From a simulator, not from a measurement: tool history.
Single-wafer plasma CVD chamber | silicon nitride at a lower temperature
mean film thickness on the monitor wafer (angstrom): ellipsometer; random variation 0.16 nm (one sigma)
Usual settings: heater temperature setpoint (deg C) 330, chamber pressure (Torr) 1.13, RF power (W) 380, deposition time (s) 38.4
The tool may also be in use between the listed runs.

run	hour	heater temperature setpoint (deg C)	chamber pressure (Torr)	RF power (W)	deposition time (s)	read-back reference wafer on the same gauge, thickness_nm	mean film thickness on the monitor wafer (angstrom)
1	0.0	330	1.13	405	38.4	44.450	516.43
# hour 87.6: gauge calibrated
2	175.6	330	1.13	380	38.4	44.561	501.69
3	281.4	330	1.13	380	38.4	44.509	500.03
4	385.7	330	1.13	380	38.4	44.509	502.89
5	439.9	321	1.13	380	36.7	44.503	480.60
# hour 516.4: showerhead replaced, of another model than before
6	518.8	321	1.13	380	36.7	44.511	465.25
7	569.8	321	1.13	380	36.7	44.549	469.01
8	660.4	330	1.13	380	38.4	44.479	486.18
9	739.7	330	1.13	380	38.4	44.535	486.19
10	793.4	330	1.13	380	32.6	44.467	415.92
11	899.1	330	1.13	380	32.6	44.533	413.55
# hour 909.9: capacitance manometer re-zeroed and calibrated
12	989.2	330	1.13	345	38.4	44.543	502.41
13	1049.6	330	1.13	405	38.4	44.545	526.61
# hour 1061.0: thermocouple changed; heater temperature recalibrated
14	1102.6	337	1.37	380	38.4	44.545	583.12
# hour 1148.0: RF generator calibrated
# hour 1201.1: gauge calibrated
15	1256.7	330	1.13	380	38.4	44.527	512.79
16	1351.1	330	1.13	380	41.7	44.471	552.12
17	1430.2	330	1.27	425	38.4	44.499	575.56
18	1469.9	330	0.85	330	38.4	44.512	288.31
19	1523.2	330	1.27	425	38.4	44.489	570.93
20	1579.0	330	1.13	380	38.4	44.469	504.46
21	1652.7	330	1.13	380	31.0	44.497	405.71
22	1715.1	330	1.02	420	45.1	44.530	548.04

Some steps in mean film thickness on the monitor wafer (angstrom) between neighbouring runs. How much of each would the tool show without its hidden state too (settings, what came in, random variation), and how much is left for the hidden state, with any gauge scatter that isn't in both results?
The hidden state here: wafer temperature above the value expected at the setpoint (K); delivered RF power above the setpoint (%); true pressure above the setpoint (%); gauge reads high (%).
Run 5 -> 6: showerhead replaced, of another model than before. mean film thickness on the monitor wafer (angstrom) -15.35: hidden state -12.00, all else -3.35.
Run 11 -> 12: RF power (W) 380 -> 345, deposition time (s) 32.6 -> 38.4, capacitance manometer re-zeroed and calibrated. mean film thickness on the monitor wafer (angstrom) +88.86: hidden state +26.93, all else +61.93.
Run 17 -> 18: chamber pressure (Torr) 1.27 -> 0.85, RF power (W) 425 -> 330. mean film thickness on the monitor wafer (angstrom) -287.25: hidden state -3.87, all else -283.38.
Run 18 -> 19: chamber pressure (Torr) 0.85 -> 1.27, RF power (W) 330 -> 425. mean film thickness on the monitor wafer (angstrom) +282.62: hidden state +2.02, all else +280.60.

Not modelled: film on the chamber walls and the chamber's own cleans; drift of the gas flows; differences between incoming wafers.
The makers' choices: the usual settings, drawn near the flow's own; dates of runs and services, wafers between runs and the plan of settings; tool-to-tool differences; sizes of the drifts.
